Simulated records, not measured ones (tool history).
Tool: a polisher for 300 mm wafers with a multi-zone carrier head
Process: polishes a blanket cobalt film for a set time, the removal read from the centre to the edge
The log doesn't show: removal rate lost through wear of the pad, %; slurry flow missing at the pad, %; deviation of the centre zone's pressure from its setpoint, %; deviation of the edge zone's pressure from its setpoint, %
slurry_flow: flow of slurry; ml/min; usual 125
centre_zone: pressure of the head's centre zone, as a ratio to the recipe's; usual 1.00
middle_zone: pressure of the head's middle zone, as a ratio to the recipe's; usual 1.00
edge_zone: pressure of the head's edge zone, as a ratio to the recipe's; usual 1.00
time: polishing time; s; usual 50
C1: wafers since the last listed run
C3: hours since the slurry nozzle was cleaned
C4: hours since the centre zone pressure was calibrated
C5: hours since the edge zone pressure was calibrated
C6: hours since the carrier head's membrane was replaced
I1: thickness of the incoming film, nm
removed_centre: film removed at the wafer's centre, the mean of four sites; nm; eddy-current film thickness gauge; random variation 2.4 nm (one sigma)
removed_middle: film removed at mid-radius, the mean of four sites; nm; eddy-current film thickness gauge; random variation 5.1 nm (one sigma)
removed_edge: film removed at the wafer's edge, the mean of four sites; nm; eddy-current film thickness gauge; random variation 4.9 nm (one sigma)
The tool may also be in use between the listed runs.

run 1 hour=0.0 | slurry_flow=125 centre_zone=1.00 middle_zone=1.00 edge_zone=1.00 time=50 | C1=0 wafers_polished_on_this_pad=2033 C3=404.7 C4=80.9 C5=115.1 C6=117.0 | I1=1158.3 | removed_centre=334.2 removed_middle=338.5 removed_edge=345.8
run 2 hour=27.6 | slurry_flow=125 centre_zone=1.00 middle_zone=1.00 edge_zone=1.00 time=50 | C1=338 wafers_polished_on_this_pad=2371 C3=432.3 C4=108.5 C5=142.7 C6=144.6 | I1=1128.5 | removed_centre=334.2 removed_middle=335.3 removed_edge=342.3
run 3 hour=78.5 | slurry_flow=125 centre_zone=1.00 middle_zone=1.00 edge_zone=1.00 time=50 | C1=623 wafers_polished_on_this_pad=2994 C3=483.2 C4=159.4 C5=193.6 C6=195.5 | I1=1144.6 | removed_centre=329.6 removed_middle=335.5 removed_edge=336.4
run 4 hour=149.7 | slurry_flow=125 centre_zone=1.00 middle_zone=1.00 edge_zone=1.00 time=50 | C1=871 wafers_polished_on_this_pad=3866 C3=554.4 C4=230.6 C5=264.8 C6=266.7 | I1=1120.6 | removed_centre=322.4 removed_middle=325.1 removed_edge=335.3
run 5 hour=178.8 | slurry_flow=170 centre_zone=1.04 middle_zone=1.00 edge_zone=1.08 time=58 | C1=356 wafers_polished_on_this_pad=4222 C3=583.5 C4=259.7 C5=293.9 C6=295.8 | I1=1148.4 | removed_centre=401.9 removed_middle=394.6 removed_edge=401.5
-- hour=225.5 worn pad replaced by a new one
run 6 hour=246.8 | slurry_flow=125 centre_zone=1.00 middle_zone=1.00 edge_zone=0.93 time=50 | C1=783 wafers_polished_on_this_pad=260 C3=651.5 C4=327.7 C5=361.9 C6=363.8 | I1=1120.8 | removed_centre=340.5 removed_middle=336.4 removed_edge=339.6
-- hour=276.2 slurry nozzle cleaned
run 7 hour=296.5 | slurry_flow=125 centre_zone=1.00 middle_zone=1.00 edge_zone=1.00 time=50 | C1=596 wafers_polished_on_this_pad=856 C3=20.3 C4=377.4 C5=411.6 C6=413.5 | I1=1128.7 | removed_centre=339.8 removed_middle=344.3 removed_edge=346.9
-- hour=327.0 carrier head's membrane replaced by a new one
run 8 hour=327.5 | slurry_flow=125 centre_zone=1.00 middle_zone=1.04 edge_zone=1.00 time=50 | C1=318 wafers_polished_on_this_pad=1175 C3=51.3 C4=408.4 C5=442.6 C6=0.5 | I1=1147.3 | removed_centre=341.4 removed_middle=357.6 removed_edge=344.1
run 9 hour=372.5 | slurry_flow=125 centre_zone=1.00 middle_zone=0.95 edge_zone=0.97 time=50 | C1=551 wafers_polished_on_this_pad=1726 C3=96.3 C4=453.4 C5=487.6 C6=45.5 | I1=1114.9 | removed_centre=342.8 removed_middle=328.0 removed_edge=329.4
run 10 hour=418.3 | slurry_flow=125 centre_zone=1.00 middle_zone=1.00 edge_zone=1.00 time=50 | C1=560 wafers_polished_on_this_pad=2287 C3=142.1 C4=499.2 C5=533.4 C6=91.3 | I1=1117.3 | removed_centre=332.8 removed_middle=333.6 removed_edge=344.8
run 11 hour=456.9 | slurry_flow=150 centre_zone=1.09 middle_zone=1.00 edge_zone=1.00 time=50 | C1=472 wafers_polished_on_this_pad=2760 C3=180.7 C4=537.8 C5=572.0 C6=129.9 | I1=1144.3 | removed_centre=367.2 removed_middle=346.6 removed_edge=340.3
run 12 hour=500.5 | slurry_flow=155 centre_zone=1.00 middle_zone=1.00 edge_zone=1.00 time=50 | C1=533 wafers_polished_on_this_pad=3294 C3=224.3 C4=581.4 C5=615.6 C6=173.5 | I1=1130.6 | removed_centre=343.6 removed_middle=342.2 removed_edge=346.7
-- hour=532.9 centre zone pressure recalibrated
run 13 hour=534.6 | slurry_flow=125 centre_zone=1.00 middle_zone=1.00 edge_zone=1.00 time=50 | C1=393 wafers_polished_on_this_pad=3687 C3=258.4 C4=1.7 C5=649.7 C6=207.6 | I1=1120.0 | removed_centre=323.4 removed_middle=329.1 removed_edge=337.9
-- hour=589.1 worn pad replaced by a new one
run 14 hour=605.6 | slurry_flow=100 centre_zone=1.04 middle_zone=1.00 edge_zone=1.00 time=50 | C1=820 wafers_polished_on_this_pad=201 C3=329.4 C4=72.7 C5=720.7 C6=278.6 | I1=1130.4 | removed_centre=330.8 removed_middle=329.2 removed_edge=327.6
run 15 hour=646.8 | slurry_flow=125 centre_zone=1.00 middle_zone=1.00 edge_zone=1.00 time=50 | C1=504 wafers_polished_on_this_pad=706 C3=370.6 C4=113.9 C5=761.9 C6=319.8 | I1=1130.1 | removed_centre=337.1 removed_middle=341.6 removed_edge=348.2
run 16 hour=714.0 | slurry_flow=90 centre_zone=1.07 middle_zone=0.95 edge_zone=0.89 time=50 | C1=823 wafers_polished_on_this_pad=1529 C3=437.8 C4=181.1 C5=829.1 C6=387.0 | I1=1128.1 | removed_centre=324.0 removed_middle=304.1 removed_edge=308.1
run 17 hour=777.6 | slurry_flow=125 centre_zone=1.00 middle_zone=0.95 edge_zone=1.00 time=50 | C1=778 wafers_polished_on_this_pad=2308 C3=501.4 C4=244.7 C5=892.7 C6=450.6 | I1=1132.7 | removed_centre=335.7 removed_middle=317.4 removed_edge=337.7
run 18 hour=841.5 | slurry_flow=105 centre_zone=1.00 middle_zone=0.94 edge_zone=1.00 time=50 | C1=782 wafers_polished_on_this_pad=3090 C3=565.3 C4=308.6 C5=956.6 C6=514.5 | I1=1147.8 | removed_centre=314.3 removed_middle=305.9 removed_edge=327.3
-- hour=866.8 carrier head's membrane replaced by a new one
run 19 hour=888.3 | slurry_flow=125 centre_zone=1.10 middle_zone=1.07 edge_zone=1.00 time=60 | C1=511 wafers_polished_on_this_pad=3602 C3=612.1 C4=355.4 C5=1003.4 C6=21.5 | I1=1135.8 | removed_centre=419.0 removed_middle=413.8 removed_edge=408.6
run 20 hour=916.2 | slurry_flow=125 centre_zone=1.00 middle_zone=1.00 edge_zone=1.00 time=32 | C1=341 wafers_polished_on_this_pad=3944 C3=640.0 C4=383.3 C5=1031.3 C6=49.4 | I1=1163.0 | removed_centre=207.2 removed_middle=207.9 removed_edge=213.0
-- hour=927.4 slurry nozzle cleaned
run 21 hour=942.3 | slurry_flow=125 centre_zone=1.00 middle_zone=1.00 edge_zone=0.88 time=59 | C1=307 wafers_polished_on_this_pad=4251 C3=14.9 C4=409.4 C5=1057.4 C6=75.5 | I1=1142.3 | removed_centre=375.6 removed_middle=385.7 removed_edge=364.3
-- hour=964.8 worn pad replaced by a new one
run 22 hour=966.9 | slurry_flow=125 centre_zone=0.92 middle_zone=1.00 edge_zone=1.00 time=59 | C1=252 wafers_polished_on_this_pad=26 C3=39.5 C4=434.0 C5=1082.0 C6=100.1 | I1=1141.9 | removed_centre=374.8 removed_middle=403.6 removed_edge=399.1

The same runs without the tool's hidden state, with the same run-to-run variation:
run=1 removed_centre=340.2 removed_middle=344.5 removed_edge=352.0
run=2 removed_centre=341.8 removed_middle=343.0 removed_edge=350.1
run=3 removed_centre=340.9 removed_middle=347.0 removed_edge=347.9
run=4 removed_centre=340.2 removed_middle=342.9 removed_edge=353.7
run=5 removed_centre=428.1 removed_middle=420.4 removed_edge=427.7
run=6 removed_centre=340.6 removed_middle=336.5 removed_edge=339.6
run=7 removed_centre=340.6 removed_middle=345.1 removed_edge=347.8
run=8 removed_centre=343.1 removed_middle=359.3 removed_edge=345.8
run=9 removed_centre=346.3 removed_middle=331.4 removed_edge=332.7
run=10 removed_centre=338.7 removed_middle=339.4 removed_edge=350.9
run=11 removed_centre=376.6 removed_middle=355.4 removed_edge=349.0
run=12 removed_centre=356.1 removed_middle=354.7 removed_edge=359.3
run=13 removed_centre=338.3 removed_middle=344.3 removed_edge=353.5
run=14 removed_centre=332.1 removed_middle=330.4 removed_edge=328.8
run=15 removed_centre=338.9 removed_middle=343.3 removed_edge=350.0
run=16 removed_centre=327.6 removed_middle=307.4 removed_edge=311.5
run=17 removed_centre=342.6 removed_middle=323.8 removed_edge=344.6
run=18 removed_centre=325.1 removed_middle=316.3 removed_edge=338.5
run=19 removed_centre=438.8 removed_middle=433.3 removed_edge=427.9
run=20 removed_centre=218.8 removed_middle=219.5 removed_edge=225.0
run=21 removed_centre=400.2 removed_middle=410.8 removed_edge=388.0
run=22 removed_centre=381.3 removed_middle=410.6 removed_edge=406.0

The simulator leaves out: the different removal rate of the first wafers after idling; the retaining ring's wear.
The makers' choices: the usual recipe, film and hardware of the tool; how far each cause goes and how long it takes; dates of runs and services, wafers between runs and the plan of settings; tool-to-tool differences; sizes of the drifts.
